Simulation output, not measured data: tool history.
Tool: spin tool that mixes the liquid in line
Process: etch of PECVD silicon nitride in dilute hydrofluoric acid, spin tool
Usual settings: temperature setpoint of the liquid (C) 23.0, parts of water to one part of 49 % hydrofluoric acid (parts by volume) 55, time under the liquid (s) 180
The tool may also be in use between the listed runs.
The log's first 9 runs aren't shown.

run	hour	temperature setpoint of the liquid (C)	parts of water to one part of 49 % hydrofluoric acid (parts by volume)	time under the liquid (s)	read-back film thickness of the PECVD silicon nitride reference wafer, read on the same gauge (nm)	thickness taken off the PECVD silicon nitride on a monitor wafer (nm)
10	197.9	20.0	55	180	40.01	6.35
# hour 206.4: thermometer replaced
11	211.0	25.0	35	85	39.99	6.48
12	236.1	23.0	45	105	40.00	5.55
13	254.5	23.0	55	180	40.00	7.89
14	268.8	20.0	45	180	40.01	7.65
15	281.2	19.5	25	80	40.00	5.85
16	301.1	23.0	55	180	39.99	7.75
17	334.3	21.0	55	255	40.00	9.63
18	347.8	24.5	45	230	40.00	13.53
19	363.7	23.0	55	180	40.01	7.87
20	395.6	19.0	45	180	40.00	7.26
21	414.6	23.0	70	180	39.99	6.19
22	439.7	23.0	55	180	40.00	7.93
23	461.1	23.0	55	180	40.00	7.91
24	487.5	23.0	55	180	39.99	8.02
25	520.3	23.0	75	180	40.01	5.84
26	555.4	27.5	35	75	39.99	6.95
27	586.1	27.5	70	150	39.99	7.08
28	621.2	19.0	40	225	40.00	10.34
29	650.3	23.0	70	270	40.00	9.49
30	669.3	25.0	75	285	40.01	10.63
31	697.5	20.5	80	180	40.01	4.65
32	731.7	23.0	55	95	40.00	4.21

5 ways to go on from here, each from the tool as it stands after run 32. What would each give?
A	732.2	23.0	55	180	?	?
B	732.2	23.0	55	110	?	?
C	732.2	25.5	30	180	?	?
D	732.2	28.0	45	105	?	?
E	732.2	26.5	80	270	?	?

run	read-back film thickness of the PECVD silicon nitride reference wafer, read on the same gauge (nm)	thickness taken off the PECVD silicon nitride on a monitor wafer (nm)
A	40.01	7.98
B	40.01	4.87
C	40.01	17.05
D	40.01	7.91
E	40.01	10.45
Without the tool's hidden state the same runs would have given:
run	thickness taken off the PECVD silicon nitride on a monitor wafer (nm)
A	7.74
B	4.73
C	16.55
D	7.67
E	10.13
